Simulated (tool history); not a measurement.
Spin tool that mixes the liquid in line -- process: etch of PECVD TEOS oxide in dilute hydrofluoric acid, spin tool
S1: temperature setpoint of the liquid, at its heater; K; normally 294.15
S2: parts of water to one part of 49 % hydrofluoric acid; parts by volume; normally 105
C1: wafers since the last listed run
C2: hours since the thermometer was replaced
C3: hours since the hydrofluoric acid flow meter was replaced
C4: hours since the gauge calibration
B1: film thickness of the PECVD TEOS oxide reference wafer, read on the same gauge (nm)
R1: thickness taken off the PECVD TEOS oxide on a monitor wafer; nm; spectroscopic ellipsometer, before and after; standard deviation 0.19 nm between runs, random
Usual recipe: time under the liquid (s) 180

{"run": 1, "day": 0.0, "S1": 294.15, "S2": 105, "time under the liquid (s)": 180, "C1": 0, "C2": 1021.9, "C3": 1454.1, "C4": 601.8, "B1": 40.01, "R1": 27.28}
{"run": 2, "day": 1.596, "S1": 294.15, "S2": 105, "time under the liquid (s)": 225, "C1": 375, "C2": 1060.2, "C3": 1492.4, "C4": 640.1, "B1": 40.01, "R1": 34.16}
{"run": 3, "day": 4.404, "S1": 294.15, "S2": 105, "time under the liquid (s)": 180, "C1": 660, "C2": 1127.6, "C3": 1559.8, "C4": 707.5, "B1": 39.98, "R1": 26.9}
{"run": 4, "day": 6.65, "S1": 294.15, "S2": 105, "time under the liquid (s)": 180, "C1": 527, "C2": 1181.5, "C3": 1613.7, "C4": 761.4, "B1": 39.98, "R1": 26.89}
{"run": 5, "day": 9.438, "S1": 294.15, "S2": 80, "time under the liquid (s)": 210, "C1": 655, "C2": 1248.4, "C3": 1680.6, "C4": 828.3, "B1": 40, "R1": 42.17}
{"run": 6, "day": 11.362, "S1": 294.15, "S2": 80, "time under the liquid (s)": 210, "C1": 452, "C2": 1294.6, "C3": 1726.8, "C4": 874.5, "B1": 40.01, "R1": 42.08}
{"run": 7, "day": 13.362, "S1": 294.15, "S2": 80, "time under the liquid (s)": 210, "C1": 470, "C2": 1342.6, "C3": 1774.8, "C4": 922.5, "B1": 40.01, "R1": 42.25}
{"run": 8, "day": 15.054, "S1": 294.15, "S2": 95, "time under the liquid (s)": 265, "C1": 397, "C2": 1383.2, "C3": 1815.4, "C4": 963.1, "B1": 40.01, "R1": 43.87}
{"day": 16.212, "done": "hydrofluoric acid flow meter replaced"}
{"run": 9, "day": 18.004, "S1": 294.15, "S2": 95, "time under the liquid (s)": 265, "C1": 683, "C2": 1454, "C3": 43, "C4": 1033.9, "B1": 40.01, "R1": 39.31}
{"run": 10, "day": 21.604, "S1": 294.15, "S2": 105, "time under the liquid (s)": 180, "C1": 846, "C2": 1540.4, "C3": 129.4, "C4": 1120.3, "B1": 40.05, "R1": 23.54}
{"run": 11, "day": 23.708, "S1": 294.15, "S2": 105, "time under the liquid (s)": 180, "C1": 494, "C2": 1590.9, "C3": 179.9, "C4": 1170.8, "B1": 40.01, "R1": 23.9}
{"day": 35.612, "done": "thermometer replaced"}
{"run": 12, "day": 37.058, "S1": 294.15, "S2": 105, "time under the liquid (s)": 180, "C1": 3128, "C2": 34.7, "C3": 500.3, "C4": 1491.2, "B1": 40, "R1": 26.28}
{"run": 13, "day": 40.842, "S1": 294.15, "S2": 105, "time under the liquid (s)": 180, "C1": 889, "C2": 125.5, "C3": 591.1, "C4": 1582, "B1": 40.02, "R1": 26.25}
{"run": 14, "day": 43.929, "S1": 294.15, "S2": 105, "time under the liquid (s)": 180, "C1": 725, "C2": 199.6, "C3": 665.2, "C4": 1656.1, "B1": 39.99, "R1": 26.34}
{"run": 15, "day": 46.512, "S1": 294.15, "S2": 105, "time under the liquid (s)": 180, "C1": 607, "C2": 261.6, "C3": 727.2, "C4": 1718.1, "B1": 40.02, "R1": 26.29}
{"run": 16, "day": 48.321, "S1": 294.15, "S2": 105, "time under the liquid (s)": 180, "C1": 425, "C2": 305, "C3": 770.6, "C4": 1761.5, "B1": 39.99, "R1": 26.41}
{"run": 17, "day": 50.371, "S1": 290.65, "S2": 130, "time under the liquid (s)": 235, "C1": 481, "C2": 354.2, "C3": 819.8, "C4": 1810.7, "B1": 40.04, "R1": 23.58}
{"day": 50.483, "done": "gauge calibrated"}
{"run": 18, "day": 54.275, "S1": 294.15, "S2": 80, "time under the liquid (s)": 210, "C1": 917, "C2": 447.9, "C3": 913.5, "C4": 91, "B1": 39.99, "R1": 42.11}
{"run": 19, "day": 56.821, "S1": 290.65, "S2": 155, "time under the liquid (s)": 110, "C1": 598, "C2": 509, "C3": 974.6, "C4": 152.1, "B1": 40, "R1": 8.94}
{"run": 20, "day": 61.462, "S1": 298.15, "S2": 130, "time under the liquid (s)": 125, "C1": 1091, "C2": 620.4, "C3": 1086, "C4": 263.5, "B1": 39.99, "R1": 16.83}
{"run": 21, "day": 65.208, "S1": 298.65, "S2": 135, "time under the liquid (s)": 180, "C1": 880, "C2": 710.3, "C3": 1175.9, "C4": 353.4, "B1": 39.99, "R1": 23.75}
{"run": 22, "day": 67.175, "S1": 294.15, "S2": 155, "time under the liquid (s)": 180, "C1": 462, "C2": 757.5, "C3": 1223.1, "C4": 400.6, "B1": 39.96, "R1": 17.13}
{"run": 23, "day": 74.212, "S1": 298.65, "S2": 105, "time under the liquid (s)": 180, "C1": 1654, "C2": 926.4, "C3": 1392, "C4": 569.5, "B1": 40.02, "R1": 31.94}
{"run": 24, "day": 78.204, "S1": 295.65, "S2": 105, "time under the liquid (s)": 180, "C1": 938, "C2": 1022.2, "C3": 1487.8, "C4": 665.3, "B1": 40, "R1": 28.24}
{"run": 25, "day": 79.733, "S1": 290.65, "S2": 105, "time under the liquid (s)": 180, "C1": 359, "C2": 1058.9, "C3": 1524.5, "C4": 702, "B1": 39.99, "R1": 23.32}
{"run": 26, "day": 84.0, "S1": 294.15, "S2": 105, "time under the liquid (s)": 180, "C1": 1002, "C2": 1161.3, "C3": 1626.9, "C4": 804.4, "B1": 40.02, "R1": 26.8}
{"day": 88.421, "done": "hydrofluoric acid flow meter replaced"}
{"run": 27, "day": 89.692, "S1": 295.65, "S2": 125, "time under the liquid (s)": 125, "C1": 1328, "C2": 1297.9, "C3": 30.5, "C4": 941, "B1": 40, "R1": 14.76}
{"run": 28, "day": 92.804, "S1": 292.15, "S2": 90, "time under the liquid (s)": 180, "C1": 731, "C2": 1372.6, "C3": 105.2, "C4": 1015.7, "B1": 40.03, "R1": 26.37}
{"run": 29, "day": 96.004, "S1": 296.65, "S2": 125, "time under the liquid (s)": 285, "C1": 752, "C2": 1449.4, "C3": 182, "C4": 1092.5, "B1": 40.03, "R1": 34.83}
{"day": 100.012, "done": "thermometer replaced"}
{"run": 30, "day": 108.954, "S1": 294.15, "S2": 80, "time under the liquid (s)": 210, "C1": 3034, "C2": 214.6, "C3": 492.8, "C4": 1403.3, "B1": 40.02, "R1": 41.03}
{"run": 31, "day": 113.362, "S1": 294.15, "S2": 105, "time under the liquid (s)": 265, "C1": 1036, "C2": 320.4, "C3": 598.6, "C4": 1509.1, "B1": 39.96, "R1": 38.63}
{"run": 32, "day": 115.896, "S1": 294.15, "S2": 105, "time under the liquid (s)": 180, "C1": 595, "C2": 381.2, "C3": 659.4, "C4": 1569.9, "B1": 40, "R1": 26.33}
{"run": 33, "day": 120.371, "S1": 290.15, "S2": 75, "time under the liquid (s)": 100, "C1": 1051, "C2": 488.6, "C3": 766.8, "C4": 1677.3, "B1": 40, "R1": 17.7}
{"run": 34, "day": 126.658, "S1": 294.15, "S2": 105, "time under the liquid (s)": 180, "C1": 1477, "C2": 639.5, "C3": 917.7, "C4": 1828.2, "B1": 40, "R1": 26.29}

Same runs, no hidden state in the tool, same run-to-run variation:
Hidden conditions of the tool in this case: liquid colder than its thermometer reads (K); hydrofluoric acid flow above the setpoint (%); gauge reads high (%).
run=1 R1=25.91
run=2 R1=32.43
run=3 R1=25.52
run=4 R1=25.49
run=5 R1=40.07
run=6 R1=39.98
run=7 R1=40.13
run=8 R1=41.55
run=9 R1=42.11
run=10 R1=25.16
run=11 R1=25.53
run=12 R1=25.51
run=13 R1=25.44
run=14 R1=25.5
run=15 R1=25.44
run=16 R1=25.52
run=17 R1=22.77
run=18 R1=40.68
run=19 R1=8.6
run=20 R1=16.13
run=21 R1=22.71
run=22 R1=16.38
run=23 R1=30.53
run=24 R1=27
run=25 R1=22.35
run=26 R1=25.61
run=27 R1=15.46
run=28 R1=27.68
run=29 R1=36.34
run=30 R1=40.18
run=31 R1=37.73
run=32 R1=25.69
run=33 R1=17.3
run=34 R1=25.55

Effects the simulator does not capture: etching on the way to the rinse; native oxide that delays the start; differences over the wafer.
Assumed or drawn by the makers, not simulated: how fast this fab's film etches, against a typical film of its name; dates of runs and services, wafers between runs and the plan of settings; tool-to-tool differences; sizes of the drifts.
